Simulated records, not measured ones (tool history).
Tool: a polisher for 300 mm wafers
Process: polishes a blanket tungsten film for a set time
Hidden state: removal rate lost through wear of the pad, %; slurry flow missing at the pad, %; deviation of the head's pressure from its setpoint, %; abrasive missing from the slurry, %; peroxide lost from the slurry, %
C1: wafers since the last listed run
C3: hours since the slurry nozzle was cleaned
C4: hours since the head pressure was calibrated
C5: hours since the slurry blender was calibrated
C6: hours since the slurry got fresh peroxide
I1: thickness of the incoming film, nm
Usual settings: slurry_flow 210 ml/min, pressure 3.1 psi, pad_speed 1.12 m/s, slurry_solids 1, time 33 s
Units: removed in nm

Run 1, hour 0: usual settings; C1 0; wafers polished on this pad 4542; C3 785.8; C4 271.2; C5 287; C6 15.7; I1 1033. Result: removed 134 nm.
Run 2, hour 70.9: usual settings; C1 1290; wafers polished on this pad 5832; C3 856.7; C4 342.1; C5 357.9; C6 86.6; I1 1017.1. Result: removed 135.8 nm.
At hour 104: slurry blender recalibrated.
Run 3, hour 174.7: usual settings; C1 1852; wafers polished on this pad 7685; C3 960.5; C4 445.9; C5 70.7; C6 190.4; I1 1015.8. Result: removed 136.1 nm.
At hour 190: slurry nozzle cleaned.
At hour 206: worn pad replaced by a new one.
At hour 325.5: head pressure recalibrated.
At hour 347.2: slurry tank refilled with fresh slurry and peroxide.
Run 4, hour 360: usual settings; C1 3227; wafers polished on this pad 2749; C3 170; C4 34.5; C5 256; C6 12.8; I1 1039.4. Result: removed 138.5 nm.
Run 5, hour 465.6: usual settings but slurry_solids 0.8; C1 1922; wafers polished on this pad 4671; C3 275.6; C4 140.1; C5 361.6; C6 118.4; I1 1032.6. Result: removed 130.5 nm.
Run 6, hour 546: usual settings but slurry_solids 0.8; C1 1463; wafers polished on this pad 6134; C3 356; C4 220.5; C5 442; C6 198.8; I1 1023.2. Result: removed 130.7 nm.
At hour 585.8: slurry blender recalibrated.
Run 7, hour 643: usual settings; C1 1729; wafers polished on this pad 7863; C3 453; C4 317.5; C5 57.2; C6 295.8; I1 1019. Result: removed 133.7 nm.
At hour 665.2: worn pad replaced by a new one.
Run 8, hour 740.8: usual settings; C1 1707; wafers polished on this pad 1376; C3 550.8; C4 415.3; C5 155; C6 393.6; I1 1028.2. Result: removed 141.8 nm.
At hour 776.2: slurry tank refilled with fresh slurry and peroxide.
Run 9, hour 779.1: usual settings; C1 678; wafers polished on this pad 2055; C3 589.1; C4 453.6; C5 193.3; C6 2.9; I1 1036.9. Result: removed 143 nm.
Run 10, hour 873.7: usual settings; C1 1721; wafers polished on this pad 3777; C3 683.7; C4 548.2; C5 287.9; C6 97.5; I1 1048.6. Result: removed 137.7 nm.
Run 11, hour 910.2: usual settings; C1 664; wafers polished on this pad 4441; C3 720.2; C4 584.7; C5 324.4; C6 134; I1 1048.9. Result: removed 138.7 nm.
Run 12, hour 1008.3: usual settings; C1 1785; wafers polished on this pad 6227; C3 818.3; C4 682.8; C5 422.5; C6 232.1; I1 1031. Result: removed 135.4 nm.
At hour 1011.2: head pressure recalibrated.
At hour 1048.3: worn pad replaced by a new one.
Run 13, hour 1075.4: usual settings but slurry_flow 250 ml/min; C1 1112; wafers polished on this pad 493; C3 885.4; C4 64.2; C5 489.6; C6 299.2; I1 1015.6. Result: removed 144.2 nm.
At hour 1086.7: slurry blender recalibrated.
Run 14, hour 1157.7: usual settings but pressure 2.4 psi, time 39 s; C1 1461; wafers polished on this pad 1955; C3 967.7; C4 146.5; C5 71; C6 381.5; I1 1040.1. Result: removed 132 nm.
At hour 1162.6: slurry nozzle cleaned.
At hour 1176.7: slurry tank refilled with fresh slurry and peroxide.
Run 15, hour 1255: usual settings but slurry_solids 1.2; C1 1734; wafers polished on this pad 3689; C3 92.4; C4 243.8; C5 168.3; C6 78.3; I1 1040.4. Result: removed 143.1 nm.
Run 16, hour 1342.8: usual settings; C1 1598; wafers polished on this pad 5287; C3 180.2; C4 331.6; C5 256.1; C6 166.1; I1 1034.5. Result: removed 137 nm.
Run 17, hour 1380.7: usual settings but slurry_flow 250 ml/min, pressure 2.8 psi, pad_speed 0.92 m/s, time 41 s; C1 689; wafers polished on this pad 5977; C3 218.1; C4 369.5; C5 294; C6 204; I1 1049.6. Result: removed 131.6 nm.
Run 18, hour 1424.9: usual settings but slurry_flow 175 ml/min, pad_speed 1.5 m/s; C1 804; wafers polished on this pad 6781; C3 262.3; C4 413.7; C5 338.2; C6 248.2; I1 1015.1. Result: removed 161.5 nm.
At hour 1505.7: worn pad replaced by a new one.
Run 19, hour 1508.5: usual settings but slurry_flow 160 ml/min, pad_speed 0.94 m/s, slurry_solids 0.85, time 28 s; C1 1448; wafers polished on this pad 50; C3 345.9; C4 497.3; C5 421.8; C6 331.8; I1 1040. Result: removed 100.2 nm.
Run 20, hour 1550.5: usual settings but slurry_flow 265 ml/min, slurry_solids 1.3; C1 764; wafers polished on this pad 814; C3 387.9; C4 539.3; C5 463.8; C6 373.8; I1 1037.3. Result: removed 156.6 nm.
At hour 1575.2: slurry blender recalibrated.
Run 21, hour 1612.9: usual settings but time 38 s; C1 1099; wafers polished on this pad 1914; C3 450.3; C4 601.7; C5 37.7; C6 436.2; I1 1020.1. Result: removed 168.3 nm.
At hour 1636.5: head pressure recalibrated.
At hour 1648.1: slurry tank refilled with fresh slurry and peroxide.
Run 22, hour 1699.6: usual settings; C1 1523; wafers polished on this pad 3437; C3 537; C4 63.1; C5 124.4; C6 51.5; I1 1027. Result: removed 138 nm.
Run 23, hour 1737.2: usual settings but slurry_flow 140 ml/min, slurry_solids 1.15, time 28 s; C1 684; wafers polished on this pad 4122; C3 574.6; C4 100.7; C5 162; C6 89.1; I1 1026.7. Result: removed 114.4 nm.
Run 24, hour 1830.3: usual settings; C1 1694; wafers polished on this pad 5816; C3 667.7; C4 193.8; C5 255.1; C6 182.2; I1 1014.2. Result: removed 137 nm.
Run 25, hour 1935.3: usual settings but pressure 4.1 psi; C1 1911; wafers polished on this pad 7727; C3 772.7; C4 298.8; C5 360.1; C6 287.2; I1 1033.1. Result: removed 171.5 nm.
At hour 1947.2: worn pad replaced by a new one.
Run 26, hour 1979.1: usual settings; C1 724; wafers polished on this pad 581; C3 816.5; C4 342.6; C5 403.9; C6 331; I1 1030.4. Result: removed 140.5 nm.

Hidden state at the last listed run before each entry between runs and at the first one after, where it differs:
Between runs 2 and 3: slurry blender recalibrated (hour 104)
  removal rate lost through wear of the pad, %: 7.4 -> 9.69; abrasive missing from the slurry, %: 31.7 -> 14.8
  measured less the result without the state, removed: -19.4 -> -18.4 nm
Between runs 3 and 4: slurry nozzle cleaned (hour 190); worn pad replaced by a new one (hour 206); head pressure recalibrated (hour 325.5); slurry tank refilled with fresh slurry and peroxide (hour 347.2)
  removal rate lost through wear of the pad, %: 9.69 -> 4.76; abrasive missing from the slurry, %: 14.8 -> 29.8
  measured less the result without the state, removed: -18.4 -> -14.8 nm
Between runs 6 and 7: slurry blender recalibrated (hour 585.8)
  removal rate lost through wear of the pad, %: 8.88 -> 11; abrasive missing from the slurry, %: 34.3 -> 12.3
  measured less the result without the state, removed: -21.8 -> -19.7 nm
Between runs 7 and 8: worn pad replaced by a new one (hour 665.2)
  removal rate lost through wear of the pad, %: 11 -> 1.88; abrasive missing from the slurry, %: 12.3 -> 23.4
  measured less the result without the state, removed: -19.7 -> -8.7 nm
Between runs 8 and 9: slurry tank refilled with fresh slurry and peroxide (hour 776.2)
  removal rate lost through wear of the pad, %: 1.88 -> 2.73; abrasive missing from the slurry, %: 23.4 -> 26.1
  measured less the result without the state, removed: -8.7 -> -10.9 nm
Between runs 12 and 13: head pressure recalibrated (hour 1011.2); worn pad replaced by a new one (hour 1048.3)
  removal rate lost through wear of the pad, %: 7.8 -> 1.14; abrasive missing from the slurry, %: 33.5 -> 34.3
  measured less the result without the state, removed: -20.5 -> -10.9 nm
Between runs 13 and 14: slurry blender recalibrated (hour 1086.7)
  removal rate lost through wear of the pad, %: 1.14 -> 2.96; abrasive missing from the slurry, %: 34.3 -> 17.5
  measured less the result without the state, removed: -10.9 -> -8.1 nm
Between runs 14 and 15: slurry nozzle cleaned (hour 1162.6); slurry tank refilled with fresh slurry and peroxide (hour 1176.7)
  removal rate lost through wear of the pad, %: 2.96 -> 5.11; abrasive missing from the slurry, %: 17.5 -> 27.5
  measured less the result without the state, removed: -8.1 -> -15.3 nm
Between runs 18 and 19: worn pad replaced by a new one (hour 1505.7)
  removal rate lost through wear of the pad, %: 8.87 -> 0.259; abrasive missing from the slurry, %: 35.1 -> 36.7
  measured less the result without the state, removed: -27.3 -> -7.1 nm
Between runs 20 and 21: slurry blender recalibrated (hour 1575.2)
  removal rate lost through wear of the pad, %: 1.19 -> 2.57; abrasive missing from the slurry, %: 37.2 -> 7.66
  measured less the result without the state, removed: -13.2 -> -6.6 nm
Between runs 21 and 22: head pressure recalibrated (hour 1636.5); slurry tank refilled with fresh slurry and peroxide (hour 1648.1)
  removal rate lost through wear of the pad, %: 2.57 -> 4.49; abrasive missing from the slurry, %: 7.66 -> 19.1
  measured less the result without the state, removed: -6.6 -> -11.3 nm
Between runs 25 and 26: worn pad replaced by a new one (hour 1947.2)
  removal rate lost through wear of the pad, %: 9.7 -> 2.12; abrasive missing from the slurry, %: 31 -> 31.8
  measured less the result without the state, removed: -29.2 -> -11.4 nm
